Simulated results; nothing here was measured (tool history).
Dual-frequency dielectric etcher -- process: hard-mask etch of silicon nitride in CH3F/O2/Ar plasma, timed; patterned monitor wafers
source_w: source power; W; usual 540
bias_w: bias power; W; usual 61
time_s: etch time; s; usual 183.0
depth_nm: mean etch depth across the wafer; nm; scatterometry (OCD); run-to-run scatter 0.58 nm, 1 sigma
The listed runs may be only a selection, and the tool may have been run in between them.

run	day	source_w	bias_w	time_s	wafers since the last listed run	hours since the last wet clean	hours since the last source power generator calibration	hours since the last bias power generator calibration	hours since the last upper electrode change	hours since the gauge calibration	read-back reference wafer on the same gauge, depth_nm	depth_nm
1	0.000	540	61	183.0	0	54.4	4415.3	3613.6	4450.7	484.4	163.9	138.2
2	0.558	540	61	183.0	120	67.8	4428.7	3627.0	4464.1	497.8	164.1	139.8
3	1.354	540	61	183.0	172	86.9	4447.8	3646.1	4483.2	516.9	163.9	139.0
4	2.433	540	61	183.0	233	112.8	4473.7	3672.0	4509.1	542.8	164.2	140.5
# day 4.688: source power generator calibrated
5	6.562	540	61	183.0	857	211.9	45.0	3771.1	4608.2	641.9	163.9	141.6
6	8.000	540	61	183.0	311	246.4	79.5	3805.6	4642.7	676.4	164.2	141.9
7	9.433	540	61	183.0	310	280.8	113.9	3840.0	4677.1	710.8	164.1	143.0
8	10.192	540	61	183.0	164	299.0	132.1	3858.2	4695.3	729.0	163.9	141.7
# day 11.112: bias power generator calibrated
# day 12.217: upper electrode replaced
9	13.033	540	61	183.0	362	367.2	200.3	46.1	19.6	797.2	164.1	143.7
10	14.358	540	61	183.0	286	399.0	232.1	77.9	51.4	829.0	163.9	142.8
# day 14.446: gauge calibrated
11	15.375	500	72	212.5	219	423.4	256.5	102.3	75.8	22.3	163.9	168.4
12	15.904	490	61	183.0	114	436.1	269.2	115.0	88.5	35.0	163.9	138.2
13	17.150	420	69	155.5	269	466.0	299.1	144.9	118.4	64.9	164.3	113.0
14	18.129	540	61	183.0	211	489.5	322.6	168.4	141.9	88.4	164.0	145.0
# day 19.321: wet clean of the chamber
15	19.446	540	61	183.0	68	3.0	354.2	200.0	173.5	120.0	163.9	138.4
16	21.858	540	49	159.5	522	60.9	412.1	257.9	231.4	177.9	164.0	114.9
17	22.712	680	75	157.5	184	81.4	432.6	278.4	251.9	198.4	163.7	140.6
18	23.729	540	61	183.0	219	105.8	457.0	302.8	276.3	222.8	163.9	140.0
19	24.954	580	72	157.0	265	135.2	486.4	332.2	305.7	252.2	164.1	130.2
20	25.796	640	72	146.0	182	155.4	506.6	352.4	325.9	272.4	164.2	126.5
21	26.888	680	61	221.0	236	181.6	532.8	378.6	352.1	298.6	164.1	188.4
22	27.975	540	61	152.5	235	207.7	558.9	404.7	378.2	324.7	164.0	117.8
23	29.062	540	67	183.0	235	233.8	585.0	430.8	404.3	350.8	163.8	146.7
24	30.533	680	76	162.0	318	269.1	620.3	466.1	439.6	386.1	163.9	145.7
25	31.708	540	61	183.0	254	297.3	648.5	494.3	467.8	414.3	164.0	143.3
26	32.938	540	61	183.0	265	326.8	678.0	523.8	497.3	443.8	164.0	143.3
27	33.654	440	55	140.0	155	344.0	695.2	541.0	514.5	461.0	163.8	97.2
28	34.917	660	61	183.0	273	374.3	725.5	571.3	544.8	491.3	164.1	156.5
29	36.258	540	49	159.5	290	406.5	757.7	603.5	577.0	523.5	164.1	118.1

Each row is a separate what-if for the run after 29, all from the same tool condition, not one after another. Results?
A	36.279	540	61	183.0	4	407.0	758.2	604.0	577.5	524.0	?	?
B	36.279	410	47	183.0	4	407.0	758.2	604.0	577.5	524.0	?	?
C	36.279	540	76	157.5	4	407.0	758.2	604.0	577.5	524.0	?	?
D	36.279	450	53	183.0	4	407.0	758.2	604.0	577.5	524.0	?	?
E	36.279	650	61	183.0	4	407.0	758.2	604.0	577.5	524.0	?	?

run	read-back reference wafer on the same gauge, depth_nm	depth_nm
A	164.0	143.6
B	164.0	119.2
C	164.0	131.0
D	164.0	127.9
E	164.0	155.5
Without the tool's unlogged condition, the same runs would have read:
run	depth_nm
A	138.5
B	115.0
C	126.4
D	123.4
E	150.0

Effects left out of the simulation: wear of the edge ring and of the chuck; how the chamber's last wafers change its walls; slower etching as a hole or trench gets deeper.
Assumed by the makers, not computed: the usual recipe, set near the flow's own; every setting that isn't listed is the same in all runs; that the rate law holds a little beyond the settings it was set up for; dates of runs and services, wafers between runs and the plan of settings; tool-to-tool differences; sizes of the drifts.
